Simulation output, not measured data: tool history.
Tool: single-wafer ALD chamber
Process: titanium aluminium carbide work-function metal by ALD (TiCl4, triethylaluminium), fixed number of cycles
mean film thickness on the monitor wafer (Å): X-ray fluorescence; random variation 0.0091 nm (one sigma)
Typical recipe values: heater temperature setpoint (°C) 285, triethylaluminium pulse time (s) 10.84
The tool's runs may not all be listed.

run,hour,heater temperature setpoint (°C),triethylaluminium pulse time (s),wafers since the last listed run,hours since the last thermocouple change,hours since the last triethylaluminium bottle change,hours since the showerhead was replaced,hours since the gauge calibration,"read-back reference wafer on the same gauge, thickness_nm",mean film thickness on the monitor wafer (Å)
1,0,285,13.96,0,678.1,287.6,4918.7,1297.2,1.742,18.05
2,75,285,10.84,893,753.1,362.6,4993.7,1372.2,1.741,17.81
3,134.4,285,10.84,707,812.5,422,5053.1,1431.6,1.739,17.72
4,160.1,285,10.84,306,838.2,447.7,5078.8,1457.3,1.74,17.63
5,214.1,285,10.84,643,892.2,501.7,5132.8,1511.3,1.74,17.64
6,277,285,10.84,749,955.1,564.6,5195.7,1574.2,1.741,17.69
7,340.6,289,7.58,757,1018.7,628.2,5259.3,1637.8,1.74,17.24
8,377.4,289,7.58,438,1055.5,665,5296.1,1674.6,1.739,17.17
# hour 420.6: gauge calibrated
9,436,289,7.58,698,1114.1,723.6,5354.7,15.4,1.742,17.13
10,500.1,285,8.34,763,1178.2,787.7,5418.8,79.5,1.741,17.06
11,558.4,285,8.34,694,1236.5,846,5477.1,137.8,1.738,17.19
12,610.4,285,8.34,619,1288.5,898,5529.1,189.8,1.74,17.16
13,640.7,295,7.94,361,1318.8,928.3,5559.4,220.1,1.741,17.82
14,699.8,276,10.84,704,1377.9,987.4,5618.5,279.2,1.741,16.87
15,734.5,276,10.84,413,1412.6,1022.1,5653.2,313.9,1.742,16.95
16,803.8,285,10.84,825,1481.9,1091.4,5722.5,383.2,1.739,17.53
17,832.7,285,14.47,344,1510.8,1120.3,5751.4,412.1,1.741,17.91
18,873.8,298,12.74,489,1551.9,1161.4,5792.5,453.2,1.739,18.95
19,924.7,276,10.84,606,1602.8,1212.3,5843.4,504.1,1.739,16.86
20,1000.9,285,8.47,908,1679,1288.5,5919.6,580.3,1.742,17.13
# hour 1020.7: showerhead replaced, of another model than before
21,1041.9,275,8.88,393,1720,1329.5,21.2,621.3,1.74,16.55
22,1077.8,271,12.44,427,1755.9,1365.4,57.1,657.2,1.74,16.53
# hour 1114.1: thermocouple changed; heater temperature recalibrated
23,1121.4,285,10.84,424,7.3,1409,100.7,700.8,1.74,18.01
24,1147.6,289,7.58,312,33.5,1435.2,126.9,727,1.739,18
25,1182.9,294,6.93,420,68.8,1470.5,162.2,762.3,1.742,18.2

Run 26 comes next. What will it give?
# hour 1214.3: triethylaluminium bottle replaced
26,1218.4,292,7.97,327,104.3,4.1,197.7,797.8,?,?

read-back reference wafer on the same gauge, thickness_nm: 1.74
mean film thickness on the monitor wafer (Å): 18.3
Without the tool's hidden state the same run would have given mean film thickness on the monitor wafer (Å) 18.4.
